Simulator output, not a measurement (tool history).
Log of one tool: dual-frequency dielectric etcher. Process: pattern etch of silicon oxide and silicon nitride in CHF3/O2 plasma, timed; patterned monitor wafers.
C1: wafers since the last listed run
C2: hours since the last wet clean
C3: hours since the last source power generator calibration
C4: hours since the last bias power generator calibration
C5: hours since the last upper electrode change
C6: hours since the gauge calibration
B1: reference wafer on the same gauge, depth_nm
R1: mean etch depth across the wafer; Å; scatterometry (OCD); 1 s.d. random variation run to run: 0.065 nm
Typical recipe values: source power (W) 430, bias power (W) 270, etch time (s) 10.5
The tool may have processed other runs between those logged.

{"run": 1, "hour": 0.0, "source power (W)": 430, "bias power (W)": 270, "etch time (s)": 12.5, "C1": 0, "C2": 643.0, "C3": 1472.3, "C4": 2981.6, "C5": 374.4, "C6": 490.3, "B1": 17.69, "R1": 186.2}
{"run": 2, "hour": 48.7, "source power (W)": 430, "bias power (W)": 270, "etch time (s)": 12.5, "C1": 513, "C2": 691.7, "C3": 1521.0, "C4": 3030.3, "C5": 423.1, "C6": 539.0, "B1": 17.7, "R1": 185.5}
{"run": 3, "hour": 93.6, "source power (W)": 430, "bias power (W)": 270, "etch time (s)": 10.5, "C1": 473, "C2": 736.6, "C3": 1565.9, "C4": 3075.2, "C5": 468.0, "C6": 583.9, "B1": 17.69, "R1": 156.3}
{"hour": 147.3, "done": "wet clean of the chamber"}
{"run": 4, "hour": 150.5, "source power (W)": 430, "bias power (W)": 270, "etch time (s)": 10.5, "C1": 346, "C2": 3.2, "C3": 1622.8, "C4": 3132.1, "C5": 524.9, "C6": 640.8, "B1": 17.7, "R1": 156.9}
{"run": 5, "hour": 213.9, "source power (W)": 430, "bias power (W)": 225, "etch time (s)": 8.0, "C1": 667, "C2": 66.6, "C3": 1686.2, "C4": 3195.5, "C5": 588.3, "C6": 704.2, "B1": 17.71, "R1": 114.2}
{"run": 6, "hour": 272.5, "source power (W)": 430, "bias power (W)": 270, "etch time (s)": 10.5, "C1": 617, "C2": 125.2, "C3": 1744.8, "C4": 3254.1, "C5": 646.9, "C6": 762.8, "B1": 17.7, "R1": 156.0}
{"hour": 313.9, "done": "bias power generator calibrated"}
{"run": 7, "hour": 342.3, "source power (W)": 490, "bias power (W)": 270, "etch time (s)": 7.5, "C1": 693, "C2": 195.0, "C3": 1814.6, "C4": 28.4, "C5": 716.7, "C6": 832.6, "B1": 17.7, "R1": 119.6}
{"run": 8, "hour": 406.3, "source power (W)": 500, "bias power (W)": 270, "etch time (s)": 11.5, "C1": 674, "C2": 259.0, "C3": 1878.6, "C4": 92.4, "C5": 780.7, "C6": 896.6, "B1": 17.69, "R1": 187.1}
{"run": 9, "hour": 575.7, "source power (W)": 400, "bias power (W)": 226, "etch time (s)": 13.0, "C1": 1784, "C2": 428.4, "C3": 2048.0, "C4": 261.8, "C5": 950.1, "C6": 1066.0, "B1": 17.7, "R1": 175.0}
{"run": 10, "hour": 630.6, "source power (W)": 430, "bias power (W)": 270, "etch time (s)": 12.0, "C1": 578, "C2": 483.3, "C3": 2102.9, "C4": 316.7, "C5": 1005.0, "C6": 1120.9, "B1": 17.7, "R1": 176.3}
{"hour": 713.2, "done": "source power generator calibrated"}
{"run": 11, "hour": 722.4, "source power (W)": 430, "bias power (W)": 293, "etch time (s)": 9.5, "C1": 925, "C2": 575.1, "C3": 9.2, "C4": 408.5, "C5": 1096.8, "C6": 1212.7, "B1": 17.69, "R1": 142.0}
{"run": 12, "hour": 778.1, "source power (W)": 350, "bias power (W)": 270, "etch time (s)": 11.5, "C1": 586, "C2": 630.8, "C3": 64.9, "C4": 464.2, "C5": 1152.5, "C6": 1268.4, "B1": 17.7, "R1": 146.1}
{"run": 13, "hour": 830.8, "source power (W)": 360, "bias power (W)": 270, "etch time (s)": 10.5, "C1": 555, "C2": 683.5, "C3": 117.6, "C4": 516.9, "C5": 1205.2, "C6": 1321.1, "B1": 17.7, "R1": 137.0}
{"hour": 941.2, "done": "wet clean of the chamber"}
{"run": 14, "hour": 941.7, "source power (W)": 510, "bias power (W)": 270, "etch time (s)": 12.0, "C1": 915, "C2": 0.5, "C3": 228.5, "C4": 627.8, "C5": 1316.1, "C6": 1432.0, "B1": 17.7, "R1": 197.2}
{"run": 15, "hour": 1024.8, "source power (W)": 430, "bias power (W)": 270, "etch time (s)": 10.5, "C1": 875, "C2": 83.6, "C3": 311.6, "C4": 710.9, "C5": 1399.2, "C6": 1515.1, "B1": 17.71, "R1": 154.6}
{"run": 16, "hour": 1100.6, "source power (W)": 430, "bias power (W)": 300, "etch time (s)": 8.5, "C1": 798, "C2": 159.4, "C3": 387.4, "C4": 786.7, "C5": 1475.0, "C6": 1590.9, "B1": 17.69, "R1": 129.4}
{"run": 17, "hour": 1148.7, "source power (W)": 320, "bias power (W)": 250, "etch time (s)": 10.5, "C1": 506, "C2": 207.5, "C3": 435.5, "C4": 834.8, "C5": 1523.1, "C6": 1639.0, "B1": 17.7, "R1": 121.1}
{"run": 18, "hour": 1252.2, "source power (W)": 430, "bias power (W)": 249, "etch time (s)": 10.5, "C1": 1090, "C2": 311.0, "C3": 539.0, "C4": 938.3, "C5": 1626.6, "C6": 1742.5, "B1": 17.69, "R1": 151.1}
{"run": 19, "hour": 1328.1, "source power (W)": 530, "bias power (W)": 298, "etch time (s)": 9.5, "C1": 799, "C2": 386.9, "C3": 614.9, "C4": 1014.2, "C5": 1702.5, "C6": 1818.4, "B1": 17.71, "R1": 164.7}
{"run": 20, "hour": 1380.3, "source power (W)": 430, "bias power (W)": 270, "etch time (s)": 10.5, "C1": 549, "C2": 439.1, "C3": 667.1, "C4": 1066.4, "C5": 1754.7, "C6": 1870.6, "B1": 17.71, "R1": 155.0}
{"run": 21, "hour": 1449.1, "source power (W)": 530, "bias power (W)": 270, "etch time (s)": 10.5, "C1": 724, "C2": 507.9, "C3": 735.9, "C4": 1135.2, "C5": 1823.5, "C6": 1939.4, "B1": 17.72, "R1": 176.4}
{"hour": 1521.5, "done": "gauge calibrated"}
{"run": 22, "hour": 1544.7, "source power (W)": 430, "bias power (W)": 322, "etch time (s)": 10.5, "C1": 1007, "C2": 603.5, "C3": 831.5, "C4": 1230.8, "C5": 1919.1, "C6": 23.2, "B1": 17.69, "R1": 162.8}
{"hour": 1600.4, "done": "wet clean of the chamber"}
{"run": 23, "hour": 1600.9, "source power (W)": 430, "bias power (W)": 270, "etch time (s)": 10.5, "C1": 339, "C2": 0.5, "C3": 887.7, "C4": 1287.0, "C5": 1975.3, "C6": 79.4, "B1": 17.68, "R1": 154.3}
{"run": 24, "hour": 1684.8, "source power (W)": 430, "bias power (W)": 270, "etch time (s)": 10.5, "C1": 883, "C2": 84.4, "C3": 971.6, "C4": 1370.9, "C5": 2059.2, "C6": 163.3, "B1": 17.71, "R1": 155.7}
{"hour": 1783.7, "done": "upper electrode replaced"}
{"run": 25, "hour": 1784.2, "source power (W)": 350, "bias power (W)": 270, "etch time (s)": 10.5, "C1": 794, "C2": 183.8, "C3": 1071.0, "C4": 1470.3, "C5": 0.5, "C6": 262.7, "B1": 17.7, "R1": 134.1}
{"run": 26, "hour": 1815.5, "source power (W)": 470, "bias power (W)": 214, "etch time (s)": 10.5, "C1": 329, "C2": 215.1, "C3": 1102.3, "C4": 1501.6, "C5": 31.8, "C6": 294.0, "B1": 17.7, "R1": 154.9}
{"run": 27, "hour": 1866.9, "source power (W)": 340, "bias power (W)": 270, "etch time (s)": 10.5, "C1": 541, "C2": 266.5, "C3": 1153.7, "C4": 1553.0, "C5": 83.2, "C6": 345.4, "B1": 17.71, "R1": 130.4}
{"run": 28, "hour": 1951.5, "source power (W)": 460, "bias power (W)": 270, "etch time (s)": 10.5, "C1": 891, "C2": 351.1, "C3": 1238.3, "C4": 1637.6, "C5": 167.8, "C6": 430.0, "B1": 17.7, "R1": 162.7}

Across each entry between runs, compare the hidden state at the last listed run before it with the hidden state at the first listed run after it:
From run 3 to run 4: wet clean of the chamber (hour 147.3)
  bias power that arrives over what is set, %: 4.83 -> 5.02
  the result without the hidden state subtracted from the measured one, R1: +2.1 -> +2.1 Å
From run 6 to run 7: bias power generator calibrated (hour 313.9)
  bias power that arrives over what is set, %: 5.42 -> 0.573
  the result without the hidden state subtracted from the measured one, R1: +2.3 -> +0.2 Å
From run 10 to run 11: source power generator calibrated (hour 713.2)
  bias power that arrives over what is set, %: 0.624 -> 0.659
  the result without the hidden state subtracted from the measured one, R1: +0.3 -> +0.3 Å
From run 13 to run 14: wet clean of the chamber (hour 941.2)
  bias power that arrives over what is set, %: 0.712 -> 0.778
  the result without the hidden state subtracted from the measured one, R1: +0.2 -> +0.4 Å
From run 21 to run 22: gauge calibrated (hour 1521.5)
  bias power that arrives over what is set, %: 1.25 -> 1.36
  the result without the hidden state subtracted from the measured one, R1: +0.5 -> +0.6 Å
From run 22 to run 23: wet clean of the chamber (hour 1600.4)
  bias power that arrives over what is set, %: 1.36 -> 1.44
  the result without the hidden state subtracted from the measured one, R1: +0.6 -> +0.6 Å
From run 24 to run 25: upper electrode replaced (hour 1783.7)
  bias power that arrives over what is set, %: 1.55 -> 1.7
  the result without the hidden state subtracted from the measured one, R1: +0.6 -> +0.6 Å
